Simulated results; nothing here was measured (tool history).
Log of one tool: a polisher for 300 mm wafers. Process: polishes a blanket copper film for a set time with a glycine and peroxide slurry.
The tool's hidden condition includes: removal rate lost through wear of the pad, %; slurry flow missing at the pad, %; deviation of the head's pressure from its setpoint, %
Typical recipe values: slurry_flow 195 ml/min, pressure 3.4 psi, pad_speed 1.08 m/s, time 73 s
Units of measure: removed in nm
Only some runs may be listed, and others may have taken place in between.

run	hour	slurry_flow	pressure	pad_speed	time	wafers since the last listed run	wafers polished on this pad	hours since the slurry nozzle was cleaned	hours since the head pressure was calibrated	incoming thickness of the incoming film, nm	removed
1	0.0	195	4.0	1.08	73	0	273	355.7	712.9	1445.7	497.1
# hour 7.3: slurry nozzle cleaned
2	12.9	195	4.0	1.08	73	83	357	5.6	725.8	1426.5	493.7
3	43.1	195	3.4	1.08	73	212	569	35.8	756.0	1451.0	429.5
4	73.1	195	3.4	1.08	73	210	780	65.8	786.0	1445.5	428.8
5	105.5	195	3.4	1.08	73	227	1008	98.2	818.4	1436.1	420.0
6	121.1	195	3.4	1.08	73	109	1118	113.8	834.0	1455.3	425.4
7	150.1	195	3.4	1.08	73	203	1322	142.8	863.0	1425.4	412.7
8	186.6	195	3.4	1.08	73	256	1578	179.3	899.5	1439.6	421.7
# hour 200.1: worn pad replaced by a new one
9	214.3	195	3.4	1.08	73	166	100	207.0	927.2	1422.8	424.7
10	245.2	195	3.4	1.08	73	217	317	237.9	958.1	1423.2	428.8
11	262.6	195	3.4	1.08	73	122	439	255.3	975.5	1411.4	425.8
12	287.5	165	2.7	1.08	73	175	614	280.2	1000.4	1448.2	352.2
13	318.3	165	2.7	1.08	73	216	831	311.0	1031.2	1460.6	343.4
14	345.8	195	3.4	1.38	97	193	1024	338.5	1058.7	1437.4	684.3
15	376.4	195	3.4	0.88	73	215	1239	369.1	1089.3	1423.6	358.7
16	392.7	240	2.9	0.92	73	114	1354	385.4	1105.6	1450.9	334.0
# hour 417.8: slurry nozzle cleaned
17	422.5	145	3.4	1.08	73	202	1557	4.7	1135.4	1441.7	402.0
18	456.5	195	3.4	1.08	73	239	1796	38.7	1169.4	1470.3	417.3
# hour 485.5: worn pad replaced by a new one
19	486.0	220	3.4	1.08	73	179	3	68.2	1198.9	1463.9	427.3
# hour 520.0: head pressure recalibrated
20	541.3	165	2.4	0.84	63	374	378	123.5	21.3	1443.0	224.9
21	573.5	195	3.4	1.08	73	226	605	155.7	53.5	1452.3	433.0
22	598.2	195	3.4	1.08	73	173	778	180.4	78.2	1429.2	422.1
23	624.4	245	3.4	1.42	83	184	963	206.6	104.4	1438.1	611.6
24	638.4	145	2.7	1.40	81	98	1061	220.6	118.4	1445.1	458.9
25	656.1	135	3.4	1.08	62	124	1185	238.3	136.1	1421.6	349.1
26	676.1	165	4.2	1.08	73	140	1326	258.3	156.1	1426.6	504.2
27	705.2	220	4.1	1.08	73	204	1531	287.4	185.2	1417.7	498.8
28	734.4	195	3.4	1.08	73	205	1736	316.6	214.4	1446.2	419.3
29	760.2	195	3.4	1.26	73	181	1918	342.4	240.2	1427.1	466.3
# hour 764.3: worn pad replaced by a new one
30	777.5	195	3.4	1.08	73	93	92	359.7	257.5	1431.1	428.1
31	811.3	195	3.4	0.82	55	237	330	393.5	291.3	1429.1	264.1
32	827.0	195	2.8	1.08	55	110	440	409.2	307.0	1442.5	275.6
# hour 837.2: slurry nozzle cleaned
33	859.0	170	3.4	1.30	61	218	658	21.8	339.0	1430.1	404.4

Expected results for the next run?
34	881.6	195	3.4	1.08	73	158	817	44.4	361.6	1447.3	?

removed: 424.5 nm
On a tool with no hidden condition, and with the same random variation, this run would have come out at removed 428.2 nm.
